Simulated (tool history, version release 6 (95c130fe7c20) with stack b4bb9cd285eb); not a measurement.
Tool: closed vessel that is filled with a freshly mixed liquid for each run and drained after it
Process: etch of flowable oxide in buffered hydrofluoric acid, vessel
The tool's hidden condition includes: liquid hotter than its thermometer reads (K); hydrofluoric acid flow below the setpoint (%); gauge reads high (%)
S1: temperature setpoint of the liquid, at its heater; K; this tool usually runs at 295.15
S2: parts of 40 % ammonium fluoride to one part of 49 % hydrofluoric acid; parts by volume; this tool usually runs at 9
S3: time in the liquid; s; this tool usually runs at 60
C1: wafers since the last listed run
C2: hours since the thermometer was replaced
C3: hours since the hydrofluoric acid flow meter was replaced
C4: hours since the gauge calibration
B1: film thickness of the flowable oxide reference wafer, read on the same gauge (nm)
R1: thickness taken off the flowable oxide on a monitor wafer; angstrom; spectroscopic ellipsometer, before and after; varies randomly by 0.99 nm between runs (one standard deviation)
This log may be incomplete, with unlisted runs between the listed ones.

run    hour      S1    S2  S3     C1      C2      C3      C4     B1      R1
  1       0  295.15     9  60      0  1121.2   318.8  1079.7  89.99  1977.2
  2    98.4  295.15     9  60  14154  1219.6   417.2  1178.1  90.01  1992.3
  3   176.2  294.15     9  60  11190  1297.4     495  1255.9  90.05  1861.2
  4   232.6  292.15     9  60   8112  1353.8   551.4  1312.3  89.96  1664.1
  5   329.9  292.15     9  60  13995  1451.1   648.7  1409.6  90.02  1659.8
  6   413.9  292.15     9  60  12082  1535.1   732.7  1493.6  89.99  1651.8
  7   507.7  292.65     9  60  13492  1628.9   826.5  1587.4  89.97  1706.4
      569.7  -- thermometer replaced
        578  -- gauge calibrated
  8   581.6  292.65     9  60  10486    11.9   900.4     3.6  90.02  1702.3
  9   644.3  295.15     9  60   9018    74.6   963.1    66.3  90.04  1959.5
 10     689  295.15     9  60   6429   119.3  1007.8     111  90.02  1974.6
 11   781.5  295.15     9  60  13305   211.8  1100.3   203.5  90.03  1958.3
 12     857  295.15     7  75  10860   287.3  1175.8     279  90.03  3143.5
 13  1111.7  296.65  11.5  70  36636     542  1430.5   533.7     90  1964.9
 14  1156.1  299.65     6  60   6386   586.4  1474.9   578.1  90.01  3679.9
     1218.2  -- hydrofluoric acid flow meter replaced
 15  1221.3  295.15  11.5  45   9234   651.6     3.1   643.3     90  1217.1
 16  1270.4  295.15     9  60   7062   700.7    52.2   692.4  90.04  1978.8
 17  1353.9  293.15  12.5  60  12010   784.2   135.7   775.9  90.03  1334.6
 18  1419.5  295.15     9  60   9436   849.8   201.3   841.5  90.01  1977.7
 19  1490.9  295.15     9  60  10270   921.2   272.7   912.9  89.94  1986.1
 20  1544.7  295.15     9  60   7738     975   326.5   966.7  90.01  1979.3
 21  1617.4  293.65     8  60  10457  1047.7   399.2  1039.4  90.04  2041.3
 22  1684.8  297.65  10.5  60   9695  1115.1   466.6  1106.8  90.04  1994.8

Below, each run's measurement less what the same run would have read without the hidden state. Both values contain the same run-to-run variation, but the gauge's scatter may not be the same in both:
run      R1
  1   -10.8
  2   -13.9
  3   -15.3
  4   -15.1
  5   -17.6
  6   -19.6
  7   -22.9
  8   -24.9
  9   -30.5
 10   -32.1
 11   -34.8
 12  -103.3
 13   -70.9
 14    -121
 15      -4
 16    -5.8
 17    -8.7
 18   -10.4
 19   -12.6
 20   -14.2
 21   -29.3
 22   -28.9
